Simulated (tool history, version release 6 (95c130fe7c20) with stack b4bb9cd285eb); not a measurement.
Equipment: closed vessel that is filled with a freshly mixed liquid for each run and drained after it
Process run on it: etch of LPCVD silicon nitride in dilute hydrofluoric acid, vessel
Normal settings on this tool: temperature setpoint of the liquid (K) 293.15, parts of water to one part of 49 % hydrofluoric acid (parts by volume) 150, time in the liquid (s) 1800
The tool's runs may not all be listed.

| run | hour | temperature setpoint of the liquid (K) | parts of water to one part of 49 % hydrofluoric acid (parts by volume) | time in the liquid (s) | wafers since the last listed run | hours since the thermometer was replaced | hours since the hydrofluoric acid flow meter was replaced | hours since the gauge calibration | read-back film thickness of the LPCVD silicon nitride reference wafer, read on the same gauge (nm) | thickness taken off the LPCVD silicon nitride on a monitor wafer (angstrom) |
|---|---|---|---|---|---|---|---|---|---|---|
| 1 | 0 | 293.15 | 150 | 1800 | 0 | 1423.2 | 1147.6 | 3334.5 | 79.98 | 42.2 |
| 2 | 106.6 | 293.15 | 150 | 1800 | 3528 | 1529.8 | 1254.2 | 3441.1 | 79.98 | 41.9 |
|  | 158.1 | hydrofluoric acid flow meter replaced |
| 3 | 176.3 | 293.15 | 150 | 1800 | 2273 | 1599.5 | 18.2 | 3510.8 | 79.99 | 45.1 |
| 4 | 282 | 293.15 | 150 | 1800 | 3498 | 1705.2 | 123.9 | 3616.5 | 80.01 | 45 |
| 5 | 333.3 | 293.15 | 150 | 1800 | 1697 | 1756.5 | 175.2 | 3667.8 | 80 | 45 |
| 6 | 373 | 293.15 | 150 | 1800 | 1313 | 1796.2 | 214.9 | 3707.5 | 80 | 44.5 |
|  | 412.9 | thermometer replaced |
|  | 436.8 | gauge calibrated |
| 7 | 441.2 | 293.15 | 150 | 1800 | 2224 | 28.3 | 283.1 | 4.4 | 79.99 | 44.8 |
| 8 | 538.9 | 293.15 | 150 | 1800 | 3233 | 126 | 380.8 | 102.1 | 80.03 | 43.6 |
| 9 | 621.7 | 293.15 | 150 | 1800 | 2740 | 208.8 | 463.6 | 184.9 | 79.99 | 43.7 |
| 10 | 751.2 | 290.15 | 150 | 1800 | 4286 | 338.3 | 593.1 | 314.4 | 80.01 | 35.3 |
| 11 | 833.1 | 290.15 | 150 | 1800 | 2710 | 420.2 | 675 | 396.3 | 79.99 | 35 |
| 12 | 934.2 | 290.15 | 80 | 1800 | 3346 | 521.3 | 776.1 | 497.4 | 80 | 64.6 |
| 13 | 1037.8 | 298.15 | 150 | 2330 | 3428 | 624.9 | 879.7 | 601 | 80.02 | 76.1 |
| 14 | 1081.8 | 291.65 | 210 | 2430 | 1456 | 668.9 | 923.7 | 645 | 80 | 37.3 |
| 15 | 1134.7 | 293.15 | 110 | 1225 | 1750 | 721.8 | 976.6 | 697.9 | 79.97 | 39.1 |
| 16 | 1203.3 | 290.15 | 75 | 1800 | 2270 | 790.4 | 1045.2 | 766.5 | 79.96 | 67.6 |
| 17 | 1244.4 | 293.15 | 150 | 1800 | 1360 | 831.5 | 1086.3 | 807.6 | 80 | 41.9 |

Estimate the outcome of run 18 from the log above:
| 18 | 1350.5 | 293.15 | 225 | 1800 | 3511 | 937.6 | 1192.4 | 913.7 | ? | ? |

{"run 18": {"read-back film thickness of the LPCVD silicon nitride reference wafer, read on the same gauge (nm)": 80.02, "thickness taken off the LPCVD silicon nitride on a monitor wafer (angstrom)": 28.1}}
With no hidden state in the tool, this same run would have given thickness taken off the LPCVD silicon nitride on a monitor wafer (angstrom) 30.8.

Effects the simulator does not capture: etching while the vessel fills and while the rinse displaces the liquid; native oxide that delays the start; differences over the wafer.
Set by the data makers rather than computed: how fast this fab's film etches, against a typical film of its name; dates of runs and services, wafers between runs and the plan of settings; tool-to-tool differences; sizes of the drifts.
